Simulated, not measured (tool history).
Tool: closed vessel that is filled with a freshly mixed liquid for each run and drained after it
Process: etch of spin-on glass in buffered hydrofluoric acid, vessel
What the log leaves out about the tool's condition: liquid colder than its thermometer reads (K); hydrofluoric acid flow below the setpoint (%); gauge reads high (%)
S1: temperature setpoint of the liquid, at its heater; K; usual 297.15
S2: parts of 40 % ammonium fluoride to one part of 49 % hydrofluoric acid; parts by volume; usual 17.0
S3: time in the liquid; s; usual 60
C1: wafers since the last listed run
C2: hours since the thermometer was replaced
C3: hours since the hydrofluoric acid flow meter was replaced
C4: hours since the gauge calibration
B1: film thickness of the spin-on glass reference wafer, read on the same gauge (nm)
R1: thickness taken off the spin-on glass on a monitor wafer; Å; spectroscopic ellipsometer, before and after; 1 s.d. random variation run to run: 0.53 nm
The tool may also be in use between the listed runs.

run    hour      S1    S2  S3     C1      C2      C3      C4      B1      R1
  1     0.0  297.15  17.0  60      0  1285.8   766.7   906.7  100.01  1035.3
  2    59.9  297.15  20.0  60   8660  1345.7   826.6   966.6   99.99   878.6
  3   107.1  297.15  20.0  60   6824  1392.9   873.8  1013.8  100.04   873.1
  4   196.3  297.15  17.0  60  12897  1482.1   963.0  1103.0  100.01  1018.5
  5   260.5  297.15  17.0  60   9282  1546.3  1027.2  1167.2   99.97  1020.8
      272.2  -- thermometer replaced
  6   323.4  298.15  17.0  70   8949    51.2  1090.1  1230.1   99.98  1241.5
  7   366.0  297.15  17.0  60   6159    93.8  1132.7  1272.7  100.01   998.3
      391.9  -- hydrofluoric acid flow meter replaced
  8   434.9  297.15  17.0  60   9817   162.7    43.0  1341.6  100.00   990.2
  9   464.7  297.15  17.0  60   4308   192.5    72.8  1371.4  100.01   999.6
 10   534.6  295.65  17.0  75  10106   262.4   142.7  1441.3   99.99  1150.1
 11   563.1  295.65  17.0  75   4120   290.9   171.2  1469.8   99.98  1147.3
 12   598.5  301.65  17.0  30   5118   326.3   206.6  1505.2   99.98   633.8
      615.1  -- thermometer replaced, repeated, since the last time left the tool worse
 13   669.3  301.65  17.0  30  10092    54.2   277.4  1576.0  100.02   671.8
 14   741.0  293.15  13.5  75  10366   125.9   349.1  1647.7  100.00  1345.3
 15   836.8  301.65  17.0  45  13851   221.7   444.9  1743.5   99.98  1006.8
 16   925.4  293.15  17.0  30  12810   310.3   533.5  1832.1   99.99   425.3
      931.3  -- gauge calibrated
 17   976.6  297.15  22.0  60   7402   361.5   584.7    45.3   99.96   836.7
 18  1037.7  301.15  11.0  45   8834   422.6   645.8   106.4  100.01  1494.8
 19  1200.2  297.15  17.0  30  23495   585.1   808.3   268.9  100.00   521.8
 20  1270.0  297.15  17.0  60  10092   654.9   878.1   338.7  100.00  1052.3
 21  1305.5  297.15  17.0  60   5132   690.4   913.6   374.2  100.01  1041.6
 22  1345.6  297.15  12.5  35   5797   730.5   953.7   414.3  100.03   816.9
 23  1389.9  297.15  17.0  60   6405   774.8   998.0   458.6  100.02  1040.0
 24  1433.6  299.65  21.0  70   6318   818.5  1041.7   502.3   99.98  1140.9
 25  1499.8  299.65  23.0  40   9571   884.7  1107.9   568.5   99.99   614.2
 26  1526.3  297.15  23.0  85   3831   911.2  1134.4   595.0   99.99  1142.0
 27  1557.3  297.15  12.5  30   4482   942.2  1165.4   626.0   99.98   700.5
     1562.2  -- hydrofluoric acid flow meter replaced
 28  1623.8  292.65  17.0  60   9470  1008.7    61.6   692.5  100.00   802.9
 29  1682.3  300.65  17.0  60   8458  1067.2   120.1   751.0   99.99  1258.9
 30  1707.8  297.15  17.0  60   3686  1092.7   145.6   776.5  100.00  1037.2
 31  1747.5  297.15  12.5  85   5740  1132.4   185.3   816.2  100.02  1978.2
 32  1781.1  297.15  17.0  60   4858  1166.0   218.9   849.8  100.02  1043.8

Exercise: give the hidden state of the tool at every run:
hydrofluoric acid flow below the setpoint (%): 0 across all the runs
gauge reads high (%): 0 across all the runs
H1: liquid colder than its thermometer reads (K)
run      H1
  1   0.581
  2   0.606
  3   0.625
  4   0.662
  5   0.688
  6    1.04
  7    1.06
  8    1.09
  9     1.1
 10    1.13
 11    1.14
 12    1.16
 13  0.0325
 14   0.062
 15   0.102
 16   0.138
 17   0.159
 18   0.184
 19   0.251
 20    0.28
 21   0.295
 22   0.311
 23   0.329
 24   0.347
 25   0.375
 26   0.386
 27   0.398
 28   0.426
 29    0.45
 30   0.461
 31   0.477
 32   0.491

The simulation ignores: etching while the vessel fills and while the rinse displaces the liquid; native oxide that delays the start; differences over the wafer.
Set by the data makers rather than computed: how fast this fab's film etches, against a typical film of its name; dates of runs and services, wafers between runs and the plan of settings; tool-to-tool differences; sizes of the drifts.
